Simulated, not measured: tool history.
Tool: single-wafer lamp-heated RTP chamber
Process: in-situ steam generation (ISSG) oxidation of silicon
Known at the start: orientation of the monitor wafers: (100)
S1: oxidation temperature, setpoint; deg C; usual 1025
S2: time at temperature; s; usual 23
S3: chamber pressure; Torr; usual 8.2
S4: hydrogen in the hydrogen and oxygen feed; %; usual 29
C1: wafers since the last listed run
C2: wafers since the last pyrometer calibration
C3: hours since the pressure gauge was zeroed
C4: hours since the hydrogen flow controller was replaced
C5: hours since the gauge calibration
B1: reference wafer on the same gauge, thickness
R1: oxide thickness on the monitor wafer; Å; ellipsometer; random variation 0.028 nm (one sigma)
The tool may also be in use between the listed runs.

Run 1, hour 0: usual settings but S2 18 s, S4 32 %; C1 0; C2 6692; C3 0.5; C4 4058.1; C5 1355.4; B1 6.233. Result: R1 64.93 Å.
Run 2, hour 54.5: usual settings but S2 27 s, S3 9 Torr; C1 574; C2 7267; C3 55; C4 4112.6; C5 1409.9; B1 6.226. Result: R1 75.76 Å.
At hour 141.1: pyrometer window cleaned and pyrometer calibrated.
Run 3, hour 158.9: usual settings but S2 27 s, S3 9 Torr; C1 1016; C2 187; C3 159.4; C4 4217; C5 1514.3; B1 6.209. Result: R1 75.77 Å.
Run 4, hour 201.9: usual settings but S2 27 s, S3 9 Torr; C1 453; C2 641; C3 202.4; C4 4260; C5 1557.3; B1 6.198. Result: R1 76.31 Å.
Run 5, hour 256.8: usual settings; C1 578; C2 1220; C3 257.3; C4 4314.9; C5 1612.2; B1 6.202. Result: R1 70.76 Å.
Run 6, hour 296.2: usual settings; C1 415; C2 1635; C3 296.7; C4 4354.3; C5 1651.6; B1 6.191. Result: R1 71.1 Å.
Run 7, hour 367.7: usual settings; C1 754; C2 2389; C3 368.2; C4 4425.8; C5 1723.1; B1 6.183. Result: R1 70.52 Å.
Run 8, hour 437.6: usual settings but S1 1020 deg C, S2 31 s, S3 7.3 Torr, S4 32 %; C1 737; C2 3126; C3 438.1; C4 4495.7; C5 1793; B1 6.171. Result: R1 82.27 Å.
Run 9, hour 471.7: usual settings but S1 1038 deg C, S2 16 s, S3 7.7 Torr; C1 359; C2 3486; C3 472.2; C4 4529.8; C5 1827.1; B1 6.166. Result: R1 62.99 Å.
At hour 496.7: gauge calibrated.
Run 10, hour 534.9: usual settings but S2 27 s, S3 9 Torr; C1 666; C2 4152; C3 535.4; C4 4593; C5 38.2; B1 6.402. Result: R1 78.54 Å.
Run 11, hour 605.4: usual settings; C1 743; C2 4896; C3 605.9; C4 4663.5; C5 108.7; B1 6.398. Result: R1 72.73 Å.
Run 12, hour 666.1: usual settings but S2 16 s; C1 640; C2 5536; C3 666.6; C4 4724.2; C5 169.4; B1 6.381. Result: R1 61.35 Å.
Run 13, hour 721.3: usual settings but S2 14 s, S3 8.8 Torr; C1 582; C2 6118; C3 721.8; C4 4779.4; C5 224.6; B1 6.377. Result: R1 57.06 Å.
Run 14, hour 774.7: usual settings but S1 1019 deg C, S2 15 s, S4 19 %; C1 563; C2 6681; C3 775.2; C4 4832.8; C5 278; B1 6.376. Result: R1 51.55 Å.
Run 15, hour 845.1: usual settings; C1 742; C2 7424; C3 845.6; C4 4903.2; C5 348.4; B1 6.36. Result: R1 72.75 Å.
Run 16, hour 871: usual settings; C1 273; C2 7697; C3 871.5; C4 4929.1; C5 374.3; B1 6.359. Result: R1 72.16 Å.
Run 17, hour 936.3: usual settings but S3 7.7 Torr, S4 32 %; C1 688; C2 8385; C3 936.8; C4 4994.4; C5 439.6; B1 6.348. Result: R1 74.8 Å.
At hour 944.4: pyrometer window cleaned and pyrometer calibrated.
At hour 967.6: hydrogen flow controller replaced.
Run 18, hour 998.6: usual settings but S1 1010 deg C, S3 9.6 Torr; C1 488; C2 487; C3 999.1; C4 31; C5 501.9; B1 6.345. Result: R1 66.15 Å.
Run 19, hour 1070.2: usual settings; C1 755; C2 1242; C3 1070.7; C4 102.6; C5 573.5; B1 6.335. Result: R1 72 Å.
Run 20, hour 1114.6: usual settings but S2 26 s, S3 9.4 Torr; C1 468; C2 1710; C3 1115.1; C4 147; C5 617.9; B1 6.328. Result: R1 75.31 Å.
Run 21, hour 1167.4: usual settings but S1 1038 deg C, S2 29 s, S3 9.5 Torr, S4 26 %; C1 556; C2 2267; C3 1167.9; C4 199.8; C5 670.7; B1 6.324. Result: R1 82.99 Å.
Run 22, hour 1224.5: usual settings but S2 32 s, S4 32 %; C1 602; C2 2869; C3 1225; C4 256.9; C5 727.8; B1 6.316. Result: R1 87.01 Å.
Run 23, hour 1286: usual settings; C1 648; C2 3518; C3 1286.5; C4 318.4; C5 789.3; B1 6.309. Result: R1 71.32 Å.
Run 24, hour 1343.3: usual settings but S2 30 s; C1 604; C2 4122; C3 1343.8; C4 375.7; C5 846.6; B1 6.305. Result: R1 82.01 Å.
Run 25, hour 1394.1: usual settings but S2 27 s; C1 535; C2 4658; C3 1394.6; C4 426.5; C5 897.4; B1 6.292. Result: R1 78.03 Å.
Run 26, hour 1461.6: usual settings but S4 32 %; C1 711; C2 5370; C3 1462.1; C4 494; C5 964.9; B1 6.281. Result: R1 73.6 Å.
Run 27, hour 1522.5: usual settings but S3 9.1 Torr; C1 642; C2 6012; C3 1523; C4 554.9; C5 1025.8; B1 6.274. Result: R1 70.94 Å.
Run 28, hour 1553.2: usual settings but S1 1012 deg C, S2 28 s, S3 9.2 Torr; C1 323; C2 6336; C3 1553.7; C4 585.6; C5 1056.5; B1 6.273. Result: R1 72.6 Å.
Run 29, hour 1606.7: usual settings; C1 564; C2 6900; C3 1607.2; C4 639.1; C5 1110; B1 6.26. Result: R1 71.7 Å.
Run 30, hour 1655.4: usual settings but S1 1010 deg C, S2 31 s, S3 7.2 Torr, S4 32 %; C1 513; C2 7413; C3 1655.9; C4 687.8; C5 1158.7; B1 6.258. Result: R1 78.9 Å.
At hour 1675.4: pyrometer window cleaned and pyrometer calibrated.
Run 31, hour 1808: usual settings but S1 1039 deg C, S2 31 s, S3 8.7 Torr, S4 32 %; C1 1524; C2 1398; C3 1808.5; C4 840.4; C5 1311.3; B1 6.24. Result: R1 90.74 Å.

Hidden state at the last listed run before each entry between runs and at the first one after, where it differs:
Between runs 2 and 3: pyrometer window cleaned and pyrometer calibrated (hour 141.1)
  gauge reads high (%): -2.49 -> -2.7
  measured less the result without the state, R1: -1.93 -> -2.1 Å
Between runs 9 and 10: gauge calibrated (hour 496.7)
  gauge reads high (%): -3.32 -> 0.356
  measured less the result without the state, R1: -2.16 -> +0.27 Å
Between runs 17 and 18: pyrometer window cleaned and pyrometer calibrated (hour 944.4); hydrogen flow controller replaced (hour 967.6)
  gauge reads high (%): -0.447 -> -0.572
  measured less the result without the state, R1: -0.34 -> -0.38 Å
Between runs 30 and 31: pyrometer window cleaned and pyrometer calibrated (hour 1675.4)
  gauge reads high (%): -1.89 -> -2.19
  measured less the result without the state, R1: -1.51 -> -2.03 Å
